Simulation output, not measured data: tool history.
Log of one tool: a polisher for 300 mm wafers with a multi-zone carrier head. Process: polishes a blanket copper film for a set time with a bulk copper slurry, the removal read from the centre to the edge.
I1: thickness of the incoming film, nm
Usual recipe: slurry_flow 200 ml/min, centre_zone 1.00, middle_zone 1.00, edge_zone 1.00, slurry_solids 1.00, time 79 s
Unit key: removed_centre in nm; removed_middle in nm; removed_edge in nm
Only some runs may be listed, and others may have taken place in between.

Run 1, day 0.000: usual settings; I1 4326.5. Result: removed_centre 484.3 nm, removed_middle 468.9 nm, removed_edge 485.4 nm.
Run 2, day 2.275: usual settings but centre_zone 1.05, middle_zone 0.94, time 93 s; I1 4397.1. Result: removed_centre 591.7 nm, removed_middle 523.4 nm, removed_edge 577.1 nm.
At day 3.746: carrier head's membrane replaced by a new one.
Run 3, day 4.788: usual settings; I1 4435.2. Result: removed_centre 471.1 nm, removed_middle 459.2 nm, removed_edge 478.4 nm.
Run 4, day 7.483: usual settings; I1 4398.6. Result: removed_centre 467.4 nm, removed_middle 455.5 nm, removed_edge 481.1 nm.
At day 8.854: worn pad replaced by a new one.
Run 5, day 9.500: usual settings; I1 4364.5. Result: removed_centre 498.8 nm, removed_middle 491.1 nm, removed_edge 486.9 nm.
At day 10.346: slurry nozzle cleaned.
Run 6, day 11.017: usual settings but centre_zone 1.08, middle_zone 1.06; I1 4495.3. Result: removed_centre 531.4 nm, removed_middle 512.6 nm, removed_edge 493.6 nm.
Run 7, day 13.021: usual settings; I1 4362.2. Result: removed_centre 482.2 nm, removed_middle 470.9 nm, removed_edge 492.0 nm.
Run 8, day 14.921: usual settings but centre_zone 1.04, middle_zone 0.90; I1 4408.1. Result: removed_centre 500.9 nm, removed_middle 441.3 nm, removed_edge 490.6 nm.
Run 9, day 17.100: usual settings but slurry_flow 240 ml/min, middle_zone 1.08, edge_zone 1.05, time 100 s; I1 4411.7. Result: removed_centre 633.6 nm, removed_middle 660.2 nm, removed_edge 646.6 nm.
Run 10, day 18.792: usual settings but edge_zone 0.91; I1 4326.5. Result: removed_centre 480.5 nm, removed_middle 466.7 nm, removed_edge 468.9 nm.
At day 19.192: edge zone pressure recalibrated.
Run 11, day 20.496: usual settings but slurry_flow 235 ml/min, centre_zone 1.10, slurry_solids 1.25, time 64 s; I1 4344.7. Result: removed_centre 459.3 nm, removed_middle 420.7 nm, removed_edge 434.7 nm.
Run 12, day 22.146: usual settings but edge_zone 0.92; I1 4390.7. Result: removed_centre 481.2 nm, removed_middle 465.3 nm, removed_edge 458.3 nm.
Run 13, day 23.546: usual settings but slurry_flow 170 ml/min, middle_zone 0.94, time 91 s; I1 4398.6. Result: removed_centre 528.9 nm, removed_middle 493.7 nm, removed_edge 539.9 nm.
Run 14, day 24.658: usual settings but centre_zone 1.06; I1 4501.6. Result: removed_centre 489.3 nm, removed_middle 463.2 nm, removed_edge 479.0 nm.
Run 15, day 25.754: usual settings; I1 4398.5. Result: removed_centre 468.2 nm, removed_middle 458.5 nm, removed_edge 476.3 nm.
At day 26.575: slurry nozzle cleaned.
Run 16, day 27.892: usual settings but slurry_flow 220 ml/min, edge_zone 0.93, slurry_solids 1.20; I1 4427.9. Result: removed_centre 502.0 nm, removed_middle 485.7 nm, removed_edge 482.6 nm.
At day 29.042: worn pad replaced by a new one.
Run 17, day 30.483: usual settings; I1 4427.5. Result: removed_centre 492.7 nm, removed_middle 483.8 nm, removed_edge 485.6 nm.
Run 18, day 32.925: usual settings but centre_zone 0.89, middle_zone 1.04, slurry_solids 1.15; I1 4408.4. Result: removed_centre 456.5 nm, removed_middle 509.4 nm, removed_edge 508.9 nm.
Run 19, day 35.279: usual settings but centre_zone 0.89, time 105 s; I1 4334.4. Result: removed_centre 562.6 nm, removed_middle 621.2 nm, removed_edge 643.7 nm.
Run 20, day 36.996: usual settings; I1 4396.9. Result: removed_centre 479.0 nm, removed_middle 467.6 nm, removed_edge 472.1 nm.
Run 21, day 39.325: usual settings but centre_zone 0.94, edge_zone 1.10, slurry_solids 1.10; I1 4445.0. Result: removed_centre 463.6 nm, removed_middle 489.2 nm, removed_edge 526.8 nm.
Run 22, day 41.750: usual settings but slurry_flow 260 ml/min, middle_zone 1.08, slurry_solids 1.10, time 91 s; I1 4401.4. Result: removed_centre 590.3 nm, removed_middle 611.4 nm, removed_edge 596.5 nm.

Exercise: give the hidden state of the tool at every run:
slurry flow missing at the pad, %: 0 on each run
deviation of the centre zone's pressure from its setpoint, %: 0 on each run
deviation of the edge zone's pressure from its setpoint, %: 0 on each run
H1: removal rate lost through wear of the pad, %
run     H1
  1   3.45
  2   4.19
  3      5
  4   5.87
  5  0.338
  6  0.828
  7   1.48
  8   2.09
  9    2.8
 10   3.34
 11   3.89
 12   4.43
 13   4.88
 14   5.24
 15    5.6
 16   6.29
 17   1.22
 18   2.01
 19   2.77
 20   3.33
 21   4.08
 22   4.87

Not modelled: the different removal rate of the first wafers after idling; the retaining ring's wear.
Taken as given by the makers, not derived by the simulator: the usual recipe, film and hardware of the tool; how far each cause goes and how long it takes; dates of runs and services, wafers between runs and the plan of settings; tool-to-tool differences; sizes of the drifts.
